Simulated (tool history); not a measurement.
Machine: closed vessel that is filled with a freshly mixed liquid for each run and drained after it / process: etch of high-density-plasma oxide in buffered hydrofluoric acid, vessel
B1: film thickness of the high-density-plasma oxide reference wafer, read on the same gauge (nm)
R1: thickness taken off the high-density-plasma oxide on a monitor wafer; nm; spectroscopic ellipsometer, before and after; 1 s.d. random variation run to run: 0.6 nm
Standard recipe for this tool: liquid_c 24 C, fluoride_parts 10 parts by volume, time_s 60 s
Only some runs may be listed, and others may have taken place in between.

{"run": 1, "hour": 0.0, "liquid_c": 24, "fluoride_parts": 10, "time_s": 75, "B1": 150.01, "R1": 181.83}
{"run": 2, "hour": 44.0, "liquid_c": 24, "fluoride_parts": 10, "time_s": 60, "B1": 149.95, "R1": 144.86}
{"run": 3, "hour": 108.4, "liquid_c": 24, "fluoride_parts": 10, "time_s": 60, "B1": 149.93, "R1": 145.92}
{"run": 4, "hour": 148.2, "liquid_c": 24, "fluoride_parts": 10, "time_s": 60, "B1": 150.02, "R1": 145.52}
{"run": 5, "hour": 200.1, "liquid_c": 24, "fluoride_parts": 12, "time_s": 60, "B1": 150.02, "R1": 122.89}
{"run": 6, "hour": 284.6, "liquid_c": 24, "fluoride_parts": 12, "time_s": 60, "B1": 149.98, "R1": 123.38}
{"run": 7, "hour": 355.5, "liquid_c": 24, "fluoride_parts": 12, "time_s": 60, "B1": 150.03, "R1": 123.03}
{"run": 8, "hour": 457.5, "liquid_c": 24, "fluoride_parts": 10, "time_s": 35, "B1": 150, "R1": 84.93}
{"run": 9, "hour": 500.9, "liquid_c": 24, "fluoride_parts": 12.5, "time_s": 60, "B1": 149.98, "R1": 118.83}
{"run": 10, "hour": 574.1, "liquid_c": 24, "fluoride_parts": 10, "time_s": 60, "B1": 150.02, "R1": 146.57}
{"run": 11, "hour": 648.6, "liquid_c": 24, "fluoride_parts": 10, "time_s": 60, "B1": 150.03, "R1": 146.6}
{"run": 12, "hour": 697.3, "liquid_c": 24, "fluoride_parts": 10, "time_s": 60, "B1": 149.97, "R1": 144.97}
{"run": 13, "hour": 736.2, "liquid_c": 24, "fluoride_parts": 10, "time_s": 60, "B1": 149.98, "R1": 145.05}
{"run": 14, "hour": 791.8, "liquid_c": 21, "fluoride_parts": 10, "time_s": 60, "B1": 149.98, "R1": 123.05}
{"run": 15, "hour": 839.8, "liquid_c": 22.5, "fluoride_parts": 9, "time_s": 30, "B1": 150, "R1": 69.56}
{"run": 16, "hour": 939.0, "liquid_c": 21, "fluoride_parts": 10, "time_s": 60, "B1": 149.97, "R1": 119.83}
{"run": 17, "hour": 1029.2, "liquid_c": 19.5, "fluoride_parts": 14, "time_s": 85, "B1": 150, "R1": 116.23}
{"run": 18, "hour": 1077.8, "liquid_c": 24, "fluoride_parts": 10, "time_s": 60, "B1": 149.99, "R1": 146.78}
{"run": 19, "hour": 1168.0, "liquid_c": 21, "fluoride_parts": 8, "time_s": 60, "B1": 149.97, "R1": 151.67}
{"run": 20, "hour": 1240.3, "liquid_c": 24, "fluoride_parts": 12, "time_s": 40, "B1": 150.01, "R1": 83.15}
{"run": 21, "hour": 1334.4, "liquid_c": 19.5, "fluoride_parts": 10, "time_s": 60, "B1": 150.05, "R1": 114.43}
{"run": 22, "hour": 1397.0, "liquid_c": 24, "fluoride_parts": 10, "time_s": 60, "B1": 149.98, "R1": 146.97}
{"run": 23, "hour": 1462.3, "liquid_c": 20.5, "fluoride_parts": 11, "time_s": 60, "B1": 149.98, "R1": 111.97}
{"run": 24, "hour": 1568.6, "liquid_c": 28, "fluoride_parts": 13, "time_s": 80, "B1": 150.02, "R1": 190.86}
{"run": 25, "hour": 1608.9, "liquid_c": 26, "fluoride_parts": 8, "time_s": 60, "B1": 150, "R1": 201.65}
{"run": 26, "hour": 1647.2, "liquid_c": 24, "fluoride_parts": 10, "time_s": 60, "B1": 150, "R1": 144.46}
{"run": 27, "hour": 1724.2, "liquid_c": 21, "fluoride_parts": 8, "time_s": 60, "B1": 150.07, "R1": 150.01}
{"run": 28, "hour": 1981.2, "liquid_c": 21.5, "fluoride_parts": 8, "time_s": 60, "B1": 149.96, "R1": 154.73}

The log once held 4 entries between its listed runs, left out of this copy. Where does each go, and what is different about the tool's unlogged condition between the listed run before it and the listed run after it?
Logged between run 14 and run 15: hydrofluoric acid flow meter replaced (hour 797.7)
  liquid colder than its thermometer reads (K): 0.619 -> 0.636; hydrofluoric acid flow above the setpoint (%): 4.73 -> 0.275
  the result without the hidden state subtracted from the measured one, R1: -0.67 -> -2.28 nm
Logged between run 16 and run 17: thermometer replaced (hour 1028.7)
  liquid colder than its thermometer reads (K): 0.672 -> 0.105; hydrofluoric acid flow above the setpoint (%): 0.679 -> 1.05
  the result without the hidden state subtracted from the measured one, R1: -4.03 -> +0.46 nm
Logged between run 21 and run 22: gauge calibrated (hour 1380.8)
  liquid colder than its thermometer reads (K): 0.215 -> 0.238; hydrofluoric acid flow above the setpoint (%): 2.29 -> 2.55
  the result without the hidden state subtracted from the measured one, R1: +0.23 -> +0.41 nm
Logged between run 25 and run 26: hydrofluoric acid flow meter replaced (hour 1621)
  liquid colder than its thermometer reads (K): 0.314 -> 0.328; hydrofluoric acid flow above the setpoint (%): 3.41 -> 0.602
  the result without the hidden state subtracted from the measured one, R1: +3.91 -> -2.07 nm
